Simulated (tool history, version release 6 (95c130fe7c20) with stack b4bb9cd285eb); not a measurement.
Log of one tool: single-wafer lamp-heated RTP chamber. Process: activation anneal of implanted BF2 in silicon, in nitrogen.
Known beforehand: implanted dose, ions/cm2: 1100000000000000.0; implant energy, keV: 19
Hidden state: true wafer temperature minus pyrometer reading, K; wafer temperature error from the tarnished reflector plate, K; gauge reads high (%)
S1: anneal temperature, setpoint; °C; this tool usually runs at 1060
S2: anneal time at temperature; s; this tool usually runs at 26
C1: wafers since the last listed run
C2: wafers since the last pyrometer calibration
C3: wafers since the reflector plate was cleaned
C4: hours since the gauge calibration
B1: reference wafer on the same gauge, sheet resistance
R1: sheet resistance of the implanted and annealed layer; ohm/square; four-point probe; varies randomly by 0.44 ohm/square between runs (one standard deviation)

run,hour,S1,S2,C1,C2,C3,C4,B1,R1
1,0.0,1060,26,0,1224,11155,43.8,146.87,130.57
2,12.0,1060,26,230,1455,11386,55.8,147.19,130.21
3,22.8,1060,26,207,1662,11593,66.6,147.05,130.48
4,34.4,1060,38,222,1885,11816,78.2,147.12,124.57
5,51.9,1060,38,336,2221,12152,95.7,147.06,123.23
6,61.0,1060,26,174,2395,12326,104.8,146.95,130.40
7,70.0,1078,31,172,2568,12499,113.8,147.09,116.69
8,80.8,1067,26,207,2776,12707,124.6,147.10,125.52
9,105.5,1067,26,474,3250,13181,149.3,146.94,125.33
10,114.9,1051,17,180,3430,13361,158.7,146.99,143.13
# hour 132.5: gauge calibrated
# hour 139.0: reflector plate cleaned
11,140.8,1087,39,343,3774,35,8.3,146.91,110.66
12,149.8,1060,10,172,3947,207,17.3,146.99,147.65
# hour 161.6: pyrometer window cleaned and pyrometer calibrated
13,162.1,1060,26,82,9,290,29.6,147.19,130.20
14,174.2,1052,26,232,241,522,41.7,147.23,135.47
15,190.0,1060,26,303,544,826,57.5,146.96,129.49
16,203.1,1035,42,251,796,1077,70.6,147.12,137.34
17,209.8,1037,18,128,924,1206,77.3,147.13,152.17
18,222.5,1060,26,243,1168,1450,90.0,147.04,131.03

Below are 4 alternative next runs, each starting from the tool's condition after run 18. Predict each:
A,222.9,1060,26,7,1176,1457,90.4,?,?
B,222.9,1031,37,7,1176,1457,90.4,?,?
C,222.9,1038,14,7,1176,1457,90.4,?,?
D,222.9,1090,20,7,1176,1457,90.4,?,?

run,B1,R1
A,146.97,130.03
B,146.97,141.16
C,146.97,156.99
D,146.97,118.10
Had the tool no hidden state, the same runs would have come out as:
run,R1
A,130.03
B,141.16
C,156.99
D,118.10
